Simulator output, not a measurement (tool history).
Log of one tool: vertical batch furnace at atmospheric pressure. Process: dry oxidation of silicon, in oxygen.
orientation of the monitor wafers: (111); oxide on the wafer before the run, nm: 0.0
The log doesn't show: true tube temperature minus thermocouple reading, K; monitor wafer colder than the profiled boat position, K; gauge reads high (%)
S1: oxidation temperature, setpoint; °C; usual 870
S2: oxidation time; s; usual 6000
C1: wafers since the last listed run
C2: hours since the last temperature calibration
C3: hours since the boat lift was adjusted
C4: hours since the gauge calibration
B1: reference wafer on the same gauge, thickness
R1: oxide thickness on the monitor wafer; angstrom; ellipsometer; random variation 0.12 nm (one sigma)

run     day   S1    S2    C1      C2      C3      C4     B1     R1
  1       0  851  6000     0  2501.2  1823.4   322.1   32.8  232.5
  2   1.692  851  6000   380  2541.8    1864   362.7   32.8  234.4
  3   3.592  851  6000   427  2587.4  1909.6   408.3   32.8  234.2
  4     5.5  861  4530   429  2633.2  1955.4   454.1  32.84  215.7
  5   9.425  861  4530   883  2727.4  2049.6   548.3  32.82  214.7
  6    11.1  863  6000   376  2767.6  2089.8   588.5  32.78  267.2
  7  15.483  863  6000   986  2872.8    2195   693.7   32.8  267.8
  8  18.375  870  6000   650  2942.2  2264.4   763.1  32.83  287.5
  9  21.742  870  6000   757    3023  2345.2   843.9  32.78  289.3
 10  23.592  870  6000   416  3067.4  2389.6   888.3  32.75  287.8
 11  27.946  887  6000   979  3171.9  2494.1   992.8   32.8  343.7
 12  30.342  870  7800   539  3229.4  2551.6  1050.3  32.85  344.8
     32.512  -- thermocouples replaced and temperature profile calibrated
     33.962  -- boat lift adjusted
 13  33.983  870  6000   369    35.3     0.5  1137.7  32.78  283.3
     37.588  -- gauge calibrated
 14  37.712  891  8580   839   124.8      90       3  32.78    452
 15  40.308  852  3720   584   187.1   152.3    65.3  32.79  166.2
 16  43.471  887  7920   711     263   228.2   141.2  32.82  411.1
 17  47.429  852  3510   890     358   323.2   236.2  32.76  159.5
 18  48.954  857  3180   343   394.6   359.8   272.8  32.79  156.2
 19  51.683  885  7890   614   460.1   425.3   338.3  32.83  404.9
 20  53.533  870  6000   416   504.5   469.7   382.7   32.8  285.2
 21  58.004  870  6000  1006   611.8     577     490  32.84  284.8
 22  60.517  882  7500   565   672.1   637.3   550.3  32.82  378.9

Forecast each of these 4 alternatives for the next run:
  A  60.75  870  6000  52  677.7  642.9  555.9   ?   ?
  B  60.75  854  7470  52  677.7  642.9  555.9   ?   ?
  C  60.75  849  7770  52  677.7  642.9  555.9   ?   ?
  D  60.75  858  6000  52  677.7  642.9  555.9   ?   ?

run     B1     R1
  A  32.74  284.5
  B  32.74  278.4
  C  32.74  270.7
  D  32.74  249.6
Without the tool's hidden state the same runs would have given:
run     R1
  A  282.8
  B  276.7
  C    269
  D  248.1
